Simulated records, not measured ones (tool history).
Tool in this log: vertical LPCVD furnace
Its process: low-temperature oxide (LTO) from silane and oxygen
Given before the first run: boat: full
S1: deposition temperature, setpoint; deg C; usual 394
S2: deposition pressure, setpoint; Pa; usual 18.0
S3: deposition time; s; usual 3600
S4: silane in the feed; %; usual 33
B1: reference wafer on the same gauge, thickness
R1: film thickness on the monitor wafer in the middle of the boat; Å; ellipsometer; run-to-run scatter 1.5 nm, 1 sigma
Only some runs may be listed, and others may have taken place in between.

| run | hour | S1 | S2 | S3 | S4 | B1 | R1 |
|---|---|---|---|---|---|---|---|
| 1 | 0.0 | 394 | 18.0 | 3600 | 32 | 309.13 | 2623.2 |
| 2 | 107.6 | 394 | 18.0 | 3600 | 33 | 309.28 | 2742.8 |
| 3 | 204.6 | 394 | 18.0 | 3600 | 33 | 309.16 | 2739.5 |
| 4 | 300.3 | 394 | 18.0 | 3600 | 33 | 308.28 | 2731.1 |
| 5 | 344.2 | 394 | 18.0 | 3600 | 33 | 309.12 | 2745.4 |
| 6 | 380.6 | 394 | 18.0 | 3600 | 33 | 309.19 | 2764.4 |
| 7 | 479.9 | 394 | 18.0 | 3600 | 33 | 308.88 | 2767.9 |
| 8 | 566.7 | 394 | 18.0 | 3030 | 35 | 308.56 | 2464.9 |
| 9 | 615.2 | 394 | 18.0 | 3030 | 35 | 309.12 | 2483.2 |
|  | 670.1 | gauge calibrated |
| 10 | 893.5 | 394 | 18.0 | 3030 | 35 | 308.45 | 2466.0 |
| 11 | 945.7 | 394 | 18.0 | 4500 | 28 | 308.74 | 2681.7 |
| 12 | 1017.1 | 387 | 14.0 | 2400 | 33 | 308.65 | 1270.2 |
|  | 1122.3 | thermocouples replaced and temperature profile calibrated |
| 13 | 1122.8 | 389 | 21.3 | 4320 | 27 | 308.64 | 2564.7 |
| 14 | 1212.1 | 405 | 14.7 | 2340 | 31 | 309.11 | 1409.2 |
| 15 | 1312.7 | 405 | 18.0 | 3600 | 39 | 308.17 | 3651.3 |
| 16 | 1381.5 | 405 | 15.3 | 3600 | 33 | 309.55 | 2498.4 |
|  | 1429.7 | silane flow controller replaced |
| 17 | 1430.2 | 384 | 16.0 | 4950 | 28 | 309.53 | 2188.3 |
| 18 | 1518.2 | 404 | 18.0 | 5010 | 33 | 308.67 | 4049.4 |
|  | 1548.3 | pressure gauge zeroed |
| 19 | 1567.8 | 394 | 18.0 | 3600 | 33 | 308.65 | 2765.5 |
| 20 | 1663.6 | 394 | 18.0 | 3600 | 33 | 309.40 | 2739.8 |
| 21 | 1748.3 | 394 | 18.0 | 3600 | 33 | 309.30 | 2755.2 |
| 22 | 1785.1 | 394 | 15.3 | 4110 | 31 | 309.09 | 2462.2 |
| 23 | 1866.0 | 394 | 18.0 | 3990 | 33 | 308.99 | 3081.5 |
| 24 | 1957.5 | 394 | 18.0 | 3600 | 33 | 308.69 | 2785.2 |
| 25 | 1994.4 | 394 | 14.0 | 3600 | 37 | 308.94 | 2529.7 |
| 26 | 2034.5 | 386 | 19.3 | 2460 | 29 | 309.09 | 1518.8 |
| 27 | 2101.1 | 383 | 18.0 | 4680 | 33 | 309.19 | 3203.7 |
| 28 | 2148.9 | 402 | 20.7 | 3600 | 35 | 308.95 | 3772.3 |
| 29 | 2237.1 | 389 | 21.3 | 4320 | 27 | 308.92 | 2768.8 |
| 30 | 2329.4 | 387 | 16.0 | 3600 | 33 | 309.27 | 2293.5 |

Measured minus without-hidden-state, run by run (identical run-to-run variation in each term; gauge scatter may differ):
What the log doesn't record here: true tube temperature minus thermocouple reading, K; true pressure minus gauge reading, mTorr; deviation of the silane flow from its setpoint, %; gauge reads high (%).
| run | R1 |
|---|---|
| 1 | +58.9 |
| 2 | +58.7 |
| 3 | +56.4 |
| 4 | +53.8 |
| 5 | +53.0 |
| 6 | +52.2 |
| 7 | +49.1 |
| 8 | +39.1 |
| 9 | +37.8 |
| 10 | +27.1 |
| 11 | +34.8 |
| 12 | -2.6 |
| 13 | -94.1 |
| 14 | -75.8 |
| 15 | -145.0 |
| 16 | -118.7 |
| 17 | -91.0 |
| 18 | -142.8 |
| 19 | +62.1 |
| 20 | +69.9 |
| 21 | +76.9 |
| 22 | +71.5 |
| 23 | +94.8 |
| 24 | +91.0 |
| 25 | +80.6 |
| 26 | +55.3 |
| 27 | +117.8 |
| 28 | +130.0 |
| 29 | +110.6 |
| 30 | +89.2 |

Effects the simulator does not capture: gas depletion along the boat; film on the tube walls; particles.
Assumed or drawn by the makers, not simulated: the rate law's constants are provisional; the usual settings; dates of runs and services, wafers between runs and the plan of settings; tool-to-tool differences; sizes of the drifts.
